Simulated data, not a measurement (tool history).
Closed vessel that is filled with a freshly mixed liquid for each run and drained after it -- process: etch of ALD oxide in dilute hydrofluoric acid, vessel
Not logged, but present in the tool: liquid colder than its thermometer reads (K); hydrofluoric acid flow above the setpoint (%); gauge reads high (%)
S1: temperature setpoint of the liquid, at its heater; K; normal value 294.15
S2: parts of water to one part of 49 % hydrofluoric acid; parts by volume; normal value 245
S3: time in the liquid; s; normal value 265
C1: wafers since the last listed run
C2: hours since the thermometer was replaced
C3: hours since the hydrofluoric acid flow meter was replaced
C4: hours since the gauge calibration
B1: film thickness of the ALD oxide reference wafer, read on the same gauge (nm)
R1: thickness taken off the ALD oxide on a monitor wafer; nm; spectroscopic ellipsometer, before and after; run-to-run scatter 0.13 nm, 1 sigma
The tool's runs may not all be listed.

run	hour	S1	S2	S3	C1	C2	C3	C4	B1	R1
1	0.0	296.65	245	265	0	2511.3	748.7	1575.4	79.99	15.39
2	101.4	296.65	245	265	10846	2612.7	850.1	1676.8	79.99	15.57
3	201.2	296.65	245	265	10675	2712.5	949.9	1776.6	79.97	15.75
4	249.4	294.15	245	265	5155	2760.7	998.1	1824.8	79.99	13.95
5	319.0	294.15	245	265	7445	2830.3	1067.7	1894.4	80.03	14.26
6	376.9	294.15	245	265	6193	2888.2	1125.6	1952.3	79.97	14.10
7	444.4	296.15	185	265	7220	2955.7	1193.1	2019.8	79.99	21.07
# hour 490.7: gauge calibrated
# hour 511.3: hydrofluoric acid flow meter replaced
8	551.4	297.65	245	265	11338	3062.7	40.1	60.7	79.98	15.87
9	642.4	294.15	245	265	9734	3153.7	131.1	151.7	79.98	13.96
10	733.9	294.15	245	265	9787	3245.2	222.6	243.2	80.04	13.86
11	784.8	294.15	245	265	5444	3296.1	273.5	294.1	80.00	13.79
# hour 843.7: thermometer replaced
12	863.2	294.15	245	265	8279	19.5	351.9	372.5	79.99	13.51
13	942.0	294.15	245	215	8429	98.3	430.7	451.3	80.01	10.90
14	1043.2	292.15	200	320	10825	199.5	531.9	552.5	79.99	18.97
15	1115.9	294.15	245	160	7776	272.2	604.6	625.2	79.98	8.12
16	1172.1	294.15	245	265	6011	328.4	660.8	681.4	79.98	13.35
17	1217.3	297.65	245	125	4835	373.6	706.0	726.6	79.99	7.20
18	1286.1	294.15	360	340	7359	442.4	774.8	795.4	79.95	10.54
# hour 1436.1: thermometer replaced, repeated, since the last time left the tool worse
19	1436.6	292.65	290	185	15992	0.5	925.3	945.9	80.03	8.10
20	1472.5	290.15	245	400	3840	36.4	961.2	981.8	79.98	19.53
21	1570.0	294.15	245	265	10429	133.9	1058.7	1079.3	79.99	15.15
22	1611.7	294.15	245	420	4460	175.6	1100.4	1121.0	80.02	23.77
23	1718.2	294.15	310	205	11392	282.1	1206.9	1227.5	79.97	8.44
24	1784.3	294.15	245	350	7070	348.2	1273.0	1293.6	80.00	19.49
# hour 1926.7: hydrofluoric acid flow meter replaced
25	2031.4	294.15	245	265	26325	595.3	104.7	1540.7	79.99	14.79
26	2089.1	295.65	310	380	6172	653.0	162.4	1598.4	80.03	16.69
27	2157.8	291.15	245	325	7348	721.7	231.1	1667.1	79.98	16.10
28	2234.6	291.15	170	210	8215	798.5	307.9	1743.9	80.03	16.03
29	2300.6	294.15	245	265	7060	864.5	373.9	1809.9	80.02	14.81
30	2390.3	294.15	245	265	9595	954.2	463.6	1899.6	80.03	14.71
31	2481.4	291.15	300	180	9744	1045.3	554.7	1990.7	79.97	6.95
32	2588.8	292.15	130	155	11488	1152.7	662.1	2098.1	79.99	16.64
# hour 2609.5: gauge calibrated
33	2673.3	295.65	130	265	9038	1237.2	746.6	63.8	80.00	32.67

How the hidden state differs across the entries between the runs, from the last listed run before each to the first after it:
After run 7, before run 8: gauge calibrated (hour 490.7); hydrofluoric acid flow meter replaced (hour 511.3)
  liquid colder than its thermometer reads (K): 1.79 -> 1.85
  measured less the result without the state, R1: -1.49 -> -1.09 nm
After run 11, before run 12: thermometer replaced (hour 843.7)
  liquid colder than its thermometer reads (K): 1.97 -> 2.94
  measured less the result without the state, R1: -1.06 -> -1.59 nm
After run 18, before run 19: thermometer replaced, repeated, since the last time left the tool worse (hour 1436.1)
  liquid colder than its thermometer reads (K): 3.17 -> 0.046
  measured less the result without the state, R1: -1.26 -> -0.01 nm
After run 24, before run 25: hydrofluoric acid flow meter replaced (hour 1926.7)
  liquid colder than its thermometer reads (K): 0.237 -> 0.373
  measured less the result without the state, R1: -0.17 -> -0.21 nm
After run 32, before run 33: gauge calibrated (hour 2609.5)
  liquid colder than its thermometer reads (K): 0.679 -> 0.725
  measured less the result without the state, R1: -0.47 -> -0.96 nm
